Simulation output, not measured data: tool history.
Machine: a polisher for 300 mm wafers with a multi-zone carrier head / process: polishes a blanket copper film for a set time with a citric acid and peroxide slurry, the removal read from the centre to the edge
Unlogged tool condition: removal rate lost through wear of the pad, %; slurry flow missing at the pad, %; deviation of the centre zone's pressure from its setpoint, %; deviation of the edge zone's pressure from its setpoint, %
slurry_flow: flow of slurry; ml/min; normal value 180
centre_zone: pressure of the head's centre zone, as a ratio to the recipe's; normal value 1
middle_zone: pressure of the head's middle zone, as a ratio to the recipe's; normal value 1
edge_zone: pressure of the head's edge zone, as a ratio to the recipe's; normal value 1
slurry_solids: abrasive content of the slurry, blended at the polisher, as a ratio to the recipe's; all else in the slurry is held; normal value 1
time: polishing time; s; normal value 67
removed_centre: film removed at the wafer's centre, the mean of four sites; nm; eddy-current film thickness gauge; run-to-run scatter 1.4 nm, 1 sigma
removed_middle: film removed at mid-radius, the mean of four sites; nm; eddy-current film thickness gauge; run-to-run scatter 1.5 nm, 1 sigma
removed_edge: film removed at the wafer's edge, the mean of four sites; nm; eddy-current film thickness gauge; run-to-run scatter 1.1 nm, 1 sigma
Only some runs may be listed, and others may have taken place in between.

run    hour  slurry_flow  centre_zone  middle_zone  edge_zone  slurry_solids  time  wafers since the last listed run  wafers polished on this pad  hours since the slurry nozzle was cleaned  hours since the centre zone pressure was calibrated  hours since the edge zone pressure was calibrated  hours since the carrier head's membrane was replaced  incoming thickness of the incoming film, nm  removed_centre  removed_middle  removed_edge
  1       0          180            1            1          1            1.1    67                                 0                         1964                                        110                                                424.9                                              470.8                                                 987.7                                       1121.1           148.6           157.9         158.5
  2    54.2          180            1            1          1            1.1    67                               686                         2651                                      164.2                                                479.1                                                525                                                1041.9                                       1125.9           148.7           161.4         158.4
  3   101.2          180            1            1       0.93              1    67                               595                         3246                                      211.2                                                526.1                                                572                                                1088.9                                       1116.7           143.3           154.2         149.9
      117.1  -- worn pad replaced by a new one
  4   145.5          180            1            1       0.93              1    67                               510                          359                                      255.5                                                570.4                                              616.3                                                1133.2                                       1141.1           145.8           156.8         151.2
      161.4  -- slurry nozzle cleaned
      226.5  -- centre zone pressure recalibrated
  5   236.4          180            1            1       0.93              1    67                              1113                         1472                                         75                                                  9.9                                              707.2                                                1224.1                                       1121.1           155.4           157.7         151.3
  6   301.8          180            1            1          1              1    67                               828                         2300                                      140.4                                                 75.3                                              772.6                                                1289.5                                       1111.1           152.1           151.7         156.1
  7   343.6          180            1            1          1              1    67                               529                         2830                                      182.2                                                117.1                                              814.4                                                1331.3                                       1102.5           151.2           153.9         156.3
  8   395.8          180            1            1          1           0.95    67                               661                         3491                                      234.4                                                169.3                                              866.6                                                1383.5                                       1109.6           146.6           154.3         152.1
      432.1  -- worn pad replaced by a new one
      463.2  -- carrier head's membrane replaced by a new one
      467.6  -- slurry nozzle cleaned
  9   488.4          180            1            1          1           0.95    67                              1046                          637                                       20.8                                                261.9                                              959.2                                                  25.2                                       1132.1           143.5           152.3         153.6
      557.8  -- edge zone pressure recalibrated
 10   572.8          180            1            1          1              1    67                              1043                         1680                                      105.2                                                346.3                                                 15                                                 109.6                                       1112.6           143.6           156.5         154.7
 11   674.6          180            1            1          1              1    67                              1289                         2970                                        207                                                448.1                                              116.8                                                 211.4                                       1099.2           143.2           154.3         153.9
        699  -- worn pad replaced by a new one
 12   730.7          180            1            1          1              1    67                               659                          401                                      263.1                                                504.2                                              172.9                                                 267.5                                       1120.8           142.9           155.5         155.5
      745.4  -- slurry nozzle cleaned
 13   808.8          180            1            1          1              1    67                               976                         1378                                       63.4                                                582.3                                                251                                                 345.6                                       1135.9           144.2           156.4         155.8
      831.7  -- centre zone pressure recalibrated
 14   878.6          165            1            1          1            0.7    67                               858                         2236                                      133.2                                                 46.9                                              320.8                                                 415.4                                       1100.8             141           139.8         141.4
 15   971.7          180            1            1          1              1    67                              1179                         3415                                      226.3                                                  140                                              413.9                                                 508.5                                       1122.1           150.2             156           155
     1003.6  -- slurry nozzle cleaned
       1029  -- worn pad replaced by a new one
 16  1072.6          180         0.94            1          1            1.1    67                              1214                          552                                         69                                                240.9                                              514.8                                                 609.4                                       1120.2             143           158.8         158.1
 17  1155.6          240         1.12          0.9       0.97              1    67                              1051                         1603                                        152                                                323.9                                              597.8                                                 692.4                                       1104.8           172.9           154.9         157.7
 18  1230.8          235            1         1.03       1.05              1    67                               952                         2555                                      227.2                                                399.1                                                673                                                 767.6                                       1134.6           152.8           164.9         163.1
     1259.9  -- slurry nozzle cleaned
 19  1268.9          180         0.96         1.11       0.95              1    57                               469                         3025                                          9                                                437.2                                              711.1                                                 805.7                                       1123.6           119.7           136.8         129.4
     1275.3  -- worn pad replaced by a new one
 20  1354.2          180         1.05            1       1.05           0.75    77                              1029                          998                                       94.3                                                522.5                                              796.4                                                   891                                       1114.5           165.5           166.8         171.2
 21  1398.8          180         1.04            1          1           1.25    52                               564                         1563                                      138.9                                                567.1                                                841                                                 935.6                                       1117.4           121.3           126.6         126.5

Forecast each of these 4 alternatives for the next run:
  A  1399.2          180            1            1       1.05              1    67                                 5                         1568                                      139.3                                                567.5                                              841.4                                                   936                                       1137.6               ?               ?             ?
  B  1399.2          180            1            1       0.97            0.9    67                                 5                         1568                                      139.3                                                567.5                                              841.4                                                   936                                       1137.6               ?               ?             ?
  C  1399.2          215         0.92            1          1            0.8    67                                 5                         1568                                      139.3                                                567.5                                              841.4                                                   936                                       1137.6               ?               ?             ?
  D  1399.2          180            1          1.1          1            1.3    67                                 5                         1568                                      139.3                                                567.5                                              841.4                                                   936                                       1137.6               ?               ?             ?

run  removed_centre  removed_middle  removed_edge
  A           145.5           154.6         160.1
  B           142.2           151.1         150.5
  C           131.2           151.4         151.9
  D           154.4           171.5         165.7
Without the tool's hidden state the same runs would have given:
run  removed_centre  removed_middle  removed_edge
  A           158.2           154.6         160.1
  B           154.6             151         150.5
  C           142.8           151.3         151.9
  D           167.9           171.5         165.7
